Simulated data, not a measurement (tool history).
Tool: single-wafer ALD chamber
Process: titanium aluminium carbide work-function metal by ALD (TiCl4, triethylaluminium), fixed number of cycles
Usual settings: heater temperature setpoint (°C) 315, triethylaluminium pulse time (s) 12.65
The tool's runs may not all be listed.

| run | hour | heater temperature setpoint (°C) | triethylaluminium pulse time (s) | read-back reference wafer on the same gauge, thickness_nm | mean film thickness on the monitor wafer (angstrom) |
|---|---|---|---|---|---|
| 1 | 0.0 | 323 | 10.32 | 1.948 | 22.84 |
|  | 18.9 | thermocouple changed; heater temperature recalibrated |
| 2 | 38.2 | 311 | 15.70 | 1.949 | 21.74 |
| 3 | 70.8 | 315 | 12.65 | 1.951 | 22.06 |
| 4 | 116.9 | 315 | 12.65 | 1.951 | 22.05 |
|  | 121.4 | gauge calibrated |
| 5 | 179.0 | 323 | 12.65 | 1.948 | 22.80 |
| 6 | 232.5 | 323 | 12.65 | 1.948 | 22.77 |
| 7 | 295.4 | 315 | 12.65 | 1.947 | 22.11 |
| 8 | 343.6 | 315 | 12.65 | 1.951 | 22.16 |
| 9 | 388.3 | 315 | 12.65 | 1.949 | 22.21 |
| 10 | 426.5 | 315 | 10.32 | 1.951 | 21.80 |
|  | 434.9 | showerhead replaced, of another model than before |
| 11 | 492.9 | 308 | 13.97 | 1.948 | 21.72 |
| 12 | 649.7 | 308 | 13.97 | 1.949 | 21.85 |
| 13 | 688.6 | 315 | 12.65 | 1.949 | 22.32 |
| 14 | 742.3 | 322 | 8.28 | 1.948 | 16.09 |
| 15 | 809.6 | 307 | 15.84 | 1.950 | 21.82 |
| 16 | 865.6 | 315 | 12.65 | 1.952 | 22.48 |
| 17 | 895.1 | 315 | 16.55 | 1.947 | 22.82 |
| 18 | 922.9 | 315 | 12.65 | 1.952 | 22.59 |
| 19 | 981.9 | 323 | 12.65 | 1.950 | 23.44 |
|  | 999.9 | triethylaluminium bottle replaced |
|  | 1026.7 | gauge calibrated |
|  | 1031.3 | thermocouple changed; heater temperature recalibrated |
| 20 | 1091.0 | 300 | 14.98 | 1.951 | 20.63 |
| 21 | 1159.3 | 327 | 10.39 | 1.950 | 22.06 |
| 22 | 1221.0 | 315 | 9.69 | 1.951 | 19.89 |
| 23 | 1289.2 | 328 | 12.65 | 1.951 | 23.40 |
| 24 | 1336.1 | 322 | 12.65 | 1.947 | 22.77 |

4 ways to go on from here, each from the tool as it stands after run 24. What would each give?
| A | 1336.5 | 315 | 12.65 | ? | ? |
| B | 1336.5 | 326 | 16.78 | ? | ? |
| C | 1336.5 | 307 | 12.65 | ? | ? |
| D | 1336.5 | 325 | 12.65 | ? | ? |

| run | read-back reference wafer on the same gauge, thickness_nm | mean film thickness on the monitor wafer (angstrom) |
|---|---|---|
| A | 1.950 | 22.16 |
| B | 1.950 | 23.59 |
| C | 1.950 | 21.34 |
| D | 1.950 | 23.20 |
Without the tool's hidden state the same runs would have given:
| run | mean film thickness on the monitor wafer (angstrom) |
|---|---|
| A | 22.00 |
| B | 23.42 |
| C | 21.17 |
| D | 23.03 |
